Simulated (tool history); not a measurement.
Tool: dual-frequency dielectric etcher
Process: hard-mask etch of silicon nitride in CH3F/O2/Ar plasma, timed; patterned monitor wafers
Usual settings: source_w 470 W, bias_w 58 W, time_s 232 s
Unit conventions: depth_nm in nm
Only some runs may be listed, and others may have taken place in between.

run	hour	source_w	bias_w	time_s	read-back reference wafer on the same gauge, depth_nm	depth_nm
1	0	470	58	232	164.9	180.1
2	58	470	58	232	165.3	179
3	144.4	470	58	232	165.1	180.1
4	214.9	470	58	232	165	180
5	295.3	470	58	232	165.3	179.6
6	369.1	470	58	232	165	179.5
7	468.7	470	58	232	164.8	180.1
8	549.5	470	67	287.5	165.2	236.1
9	643	470	67	287.5	165	237
10	707.1	470	58	232	165	180.9
11	806.6	570	58	232	165.1	192.3
12	907.8	390	64	203	165	154.1
13	972.6	430	48	265	164.9	186.1
14	1028.2	570	65	164.5	164.9	142.1
15	1070.3	510	58	232	165.3	184.3
16	1144.3	390	70	253.5	164.9	198.9
17	1232.3	530	52	274.5	165	212.9
18	1332.1	470	49	185.5	165	135.1
19	1395.6	570	47	197	165.3	150.8
20	1496.2	390	70	253.5	164.9	199.7
21	1629.7	380	49	232	165.2	157.9
22	1702.5	570	69	232	165.3	206.2
23	1767.1	570	71	294.5	165.1	264.2
24	1866	470	70	255.5	164.8	214.3
25	2033.4	470	58	232	165	181.4
26	2081.8	470	58	232	165	180.5
27	2151.1	580	49	162.5	165	126.3
28	2293.9	390	64	203	164.9	155
29	2384.5	380	45	165.5	164.9	108.5
30	2440.6	470	58	232	165.2	179.6

Not shown here: 9 entries made in the log between runs. Locate each between two listed runs and compare the hidden state at the listed run before it with the hidden state at the listed run after it:
Run 1 -> run 2: bias power generator calibrated (hour 23.4)
  no difference in the tool's unlogged condition between these two runs
Run 2 -> run 3: wet clean of the chamber (hour 143.9)
  no difference in the tool's unlogged condition between these two runs
Run 8 -> run 9: gauge calibrated (hour 625.2)
  no difference in the tool's unlogged condition between these two runs
Run 10 -> run 11: wet clean of the chamber (hour 791.6)
  no difference in the tool's unlogged condition between these two runs
Run 17 -> run 18: source power generator calibrated (hour 1258.8)
  no difference in the tool's unlogged condition between these two runs
Run 18 -> run 19: wet clean of the chamber (hour 1375.2)
  no difference in the tool's unlogged condition between these two runs
Run 20 -> run 21: upper electrode replaced (hour 1629.2)
  no difference in the tool's unlogged condition between these two runs
Run 22 -> run 23: bias power generator calibrated (hour 1718)
  no difference in the tool's unlogged condition between these two runs
Run 24 -> run 25: wet clean of the chamber (hour 1950.1)
  no difference in the tool's unlogged condition between these two runs

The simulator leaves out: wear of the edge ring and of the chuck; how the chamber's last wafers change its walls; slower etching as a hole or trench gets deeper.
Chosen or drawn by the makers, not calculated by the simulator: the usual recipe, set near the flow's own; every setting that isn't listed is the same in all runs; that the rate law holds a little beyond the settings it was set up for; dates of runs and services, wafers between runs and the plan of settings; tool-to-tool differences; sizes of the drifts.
